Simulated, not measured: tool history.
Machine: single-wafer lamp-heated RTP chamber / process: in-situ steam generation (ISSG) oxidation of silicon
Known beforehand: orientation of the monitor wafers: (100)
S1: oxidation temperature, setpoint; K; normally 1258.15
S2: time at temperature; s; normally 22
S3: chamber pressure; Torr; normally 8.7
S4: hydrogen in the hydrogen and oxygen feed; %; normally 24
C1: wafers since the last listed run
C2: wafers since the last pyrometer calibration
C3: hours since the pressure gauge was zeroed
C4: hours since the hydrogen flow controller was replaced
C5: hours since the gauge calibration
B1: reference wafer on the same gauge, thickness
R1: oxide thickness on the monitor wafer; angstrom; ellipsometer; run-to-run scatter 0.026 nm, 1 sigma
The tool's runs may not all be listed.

run     day       S1  S2   S3  S4    C1    C2      C3      C4      C5     B1     R1
  1   0.000  1258.15  22  9.5  24     0   950  1792.2  5195.8   342.2  5.747  55.23
  2   4.292  1258.15  22  9.5  24  1971  2921  1895.2  5298.8   445.2  5.736  56.09
  3   8.392  1258.15  22  8.7  24  1883  4805  1993.6  5397.2   543.6  5.749  57.14
  4  11.429  1258.15  22  8.7  24  1395  6200  2066.5  5470.1   616.5  5.734  57.86
     14.712  -- pyrometer window cleaned and pyrometer calibrated
  5  14.912  1258.15  22  8.7  24  1447    92  2150.1  5553.7   700.1  5.749  55.80
  6  18.371  1258.15  22  8.7  24  1588  1681  2233.1  5636.7   783.1  5.739  56.21
  7  20.004  1258.15  22  8.7  24   750  2431  2272.3  5675.9   822.3  5.745  56.41
  8  21.712  1258.15  22  8.7  24   784  3216  2313.3  5716.9   863.3  5.738  56.27
  9  24.492  1258.15  22  8.7  17  1276  4493  2380.0  5783.6   930.0  5.743  52.84
 10  26.792  1258.15  22  8.7  24  1056  5549  2435.2  5838.8   985.2  5.735  56.95
     29.638  -- pyrometer window cleaned and pyrometer calibrated
 11  30.221  1258.15  22  8.7  24  1422   268  2517.5  5921.1  1067.5  5.741  56.33
 12  32.825  1265.15  22  8.7  24  1196  1465  2580.0  5983.6  1130.0  5.740  57.30
     33.188  -- gauge calibrated
     34.538  -- hydrogen flow controller replaced
 13  34.996  1241.15  22  8.7  29   844  2309  2632.1    11.0    43.4  5.728  55.78
 14  39.388  1258.15  25  8.7  32  2017  4326  2737.5   116.4   148.8  5.733  64.43
     40.408  -- pressure gauge zeroed
 15  42.562  1275.15  22  8.7  21  1305  5632    51.7   192.6   225.0  5.755  59.75
     43.988  -- pyrometer window cleaned and pyrometer calibrated
 16  44.162  1248.15  17  7.7  30   581    81    90.1   231.0   263.4  5.734  50.95
 17  47.654  1271.15  22  8.7  24  1604  1685   173.9   314.8   347.2  5.753  59.44
 18  52.108  1276.15  22  8.7  24  2046  3731   280.8   421.7   454.1  5.754  61.19
 19  55.925  1250.15  15  9.1  16  1753  5484   372.4   513.3   545.7  5.742  42.27

Hidden state, per run?
true pressure minus gauge reading, Torr: 0 at every run
deviation of the hydrogen flow from its setpoint, %: 0 at every run
gauge reads high (%): 0 at every run
H1: true wafer temperature minus pyrometer reading, K
run     H1
  1   2.55
  2   4.77
  3   6.88
  4   8.44
  5   1.01
  6   2.79
  7   3.63
  8   4.51
  9   5.94
 10   7.13
 11  0.681
 12   2.02
 13   3.14
 14    5.4
 15   7.04
 16  0.512
 17   2.31
 18    4.6
 19   6.57

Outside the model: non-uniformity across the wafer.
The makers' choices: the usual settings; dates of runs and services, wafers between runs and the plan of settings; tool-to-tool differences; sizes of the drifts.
